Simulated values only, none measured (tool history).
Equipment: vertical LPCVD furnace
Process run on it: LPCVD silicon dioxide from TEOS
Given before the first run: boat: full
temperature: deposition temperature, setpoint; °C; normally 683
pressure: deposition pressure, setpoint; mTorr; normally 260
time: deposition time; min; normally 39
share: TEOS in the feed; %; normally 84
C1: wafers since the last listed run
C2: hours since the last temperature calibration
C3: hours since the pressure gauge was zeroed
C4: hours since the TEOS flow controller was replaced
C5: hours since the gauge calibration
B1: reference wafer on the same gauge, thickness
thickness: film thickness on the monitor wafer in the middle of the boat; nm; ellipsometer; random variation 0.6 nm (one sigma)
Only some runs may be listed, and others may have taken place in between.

{"run": 1, "day": 0.0, "temperature": 683, "pressure": 260, "time": 39, "share": 74, "C1": 0, "C2": 3144.7, "C3": 1951.1, "C4": 3939.9, "C5": 190.1, "B1": 210.97, "thickness": 188.13}
{"run": 2, "day": 0.717, "temperature": 683, "pressure": 290, "time": 35, "share": 84, "C1": 248, "C2": 3161.9, "C3": 1968.3, "C4": 3957.1, "C5": 207.3, "B1": 211.04, "thickness": 189.82}
{"run": 3, "day": 1.367, "temperature": 683, "pressure": 290, "time": 35, "share": 84, "C1": 225, "C2": 3177.5, "C3": 1983.9, "C4": 3972.7, "C5": 222.9, "B1": 211.08, "thickness": 191.25}
{"run": 4, "day": 2.479, "temperature": 683, "pressure": 240, "time": 39, "share": 84, "C1": 385, "C2": 3204.2, "C3": 2010.6, "C4": 3999.4, "C5": 249.6, "B1": 211.02, "thickness": 194.29}
{"run": 5, "day": 3.808, "temperature": 683, "pressure": 240, "time": 39, "share": 84, "C1": 460, "C2": 3236.1, "C3": 2042.5, "C4": 4031.3, "C5": 281.5, "B1": 211.28, "thickness": 194.1}
{"run": 6, "day": 4.333, "temperature": 683, "pressure": 260, "time": 28.5, "share": 90, "C1": 181, "C2": 3248.7, "C3": 2055.1, "C4": 4043.9, "C5": 294.1, "B1": 211.17, "thickness": 152.63}
{"run": 7, "day": 5.379, "temperature": 683, "pressure": 260, "time": 39, "share": 84, "C1": 362, "C2": 3273.8, "C3": 2080.2, "C4": 4069, "C5": 319.2, "B1": 210.96, "thickness": 202.34}
{"run": 8, "day": 5.938, "temperature": 683, "pressure": 260, "time": 39, "share": 84, "C1": 193, "C2": 3287.2, "C3": 2093.6, "C4": 4082.4, "C5": 332.6, "B1": 210.72, "thickness": 202.66}
{"run": 9, "day": 7.079, "temperature": 683, "pressure": 260, "time": 39, "share": 84, "C1": 395, "C2": 3314.6, "C3": 2121, "C4": 4109.8, "C5": 360, "B1": 211, "thickness": 203.29}
{"run": 10, "day": 7.85, "temperature": 683, "pressure": 260, "time": 39, "share": 84, "C1": 266, "C2": 3333.1, "C3": 2139.5, "C4": 4128.3, "C5": 378.5, "B1": 210.73, "thickness": 202.97}
{"run": 11, "day": 9.0, "temperature": 683, "pressure": 260, "time": 39, "share": 84, "C1": 398, "C2": 3360.7, "C3": 2167.1, "C4": 4155.9, "C5": 406.1, "B1": 210.89, "thickness": 203.31}
{"run": 12, "day": 10.379, "temperature": 683, "pressure": 260, "time": 39, "share": 84, "C1": 477, "C2": 3393.8, "C3": 2200.2, "C4": 4189, "C5": 439.2, "B1": 211.06, "thickness": 204.55}
{"run": 13, "day": 11.5, "temperature": 683, "pressure": 260, "time": 39, "share": 84, "C1": 388, "C2": 3420.7, "C3": 2227.1, "C4": 4215.9, "C5": 466.1, "B1": 211.01, "thickness": 204.48}
{"run": 14, "day": 12.671, "temperature": 677, "pressure": 260, "time": 39, "share": 92, "C1": 405, "C2": 3448.8, "C3": 2255.2, "C4": 4244, "C5": 494.2, "B1": 210.82, "thickness": 185.32}
{"day": 13.742, "done": "thermocouples replaced and temperature profile calibrated"}
{"day": 14.525, "done": "TEOS flow controller replaced"}
{"run": 15, "day": 14.546, "temperature": 688, "pressure": 290, "time": 28.5, "share": 70, "C1": 31, "C2": 19.3, "C3": 2300.2, "C4": 0.5, "C5": 539.2, "B1": 210.81, "thickness": 145.3}
{"run": 16, "day": 14.725, "temperature": 683, "pressure": 260, "time": 39, "share": 74, "C1": 40, "C2": 23.6, "C3": 2304.5, "C4": 4.8, "C5": 543.5, "B1": 210.97, "thickness": 172.24}
{"day": 15.662, "done": "pressure gauge zeroed"}
{"run": 17, "day": 15.683, "temperature": 683, "pressure": 260, "time": 39, "share": 84, "C1": 6, "C2": 46.6, "C3": 0.5, "C4": 27.8, "C5": 566.5, "B1": 210.99, "thickness": 182.22}
{"run": 18, "day": 16.092, "temperature": 686, "pressure": 260, "time": 39, "share": 75, "C1": 141, "C2": 56.4, "C3": 10.3, "C4": 37.6, "C5": 576.3, "B1": 211.11, "thickness": 185.96}
{"day": 16.375, "done": "gauge calibrated"}
{"run": 19, "day": 16.917, "temperature": 683, "pressure": 260, "time": 39, "share": 84, "C1": 285, "C2": 76.2, "C3": 30.1, "C4": 57.4, "C5": 13, "B1": 210.97, "thickness": 182.7}
{"run": 20, "day": 18.088, "temperature": 683, "pressure": 240, "time": 52.5, "share": 97, "C1": 405, "C2": 104.3, "C3": 58.2, "C4": 85.5, "C5": 41.1, "B1": 210.93, "thickness": 255.92}

Run 21 comes next. What will it give?
{"run": 21, "day": 18.775, "temperature": 675, "pressure": 195, "time": 43, "share": 95, "C1": 238, "C2": 120.8, "C3": 74.7, "C4": 102, "C5": 57.6, "B1": "?", "thickness": "?"}

{"run 21": {"B1": 211.1, "thickness": 152}}
If the tool had no hidden condition, the same run with the same run-to-run variation would have returned thickness 151.95 nm.
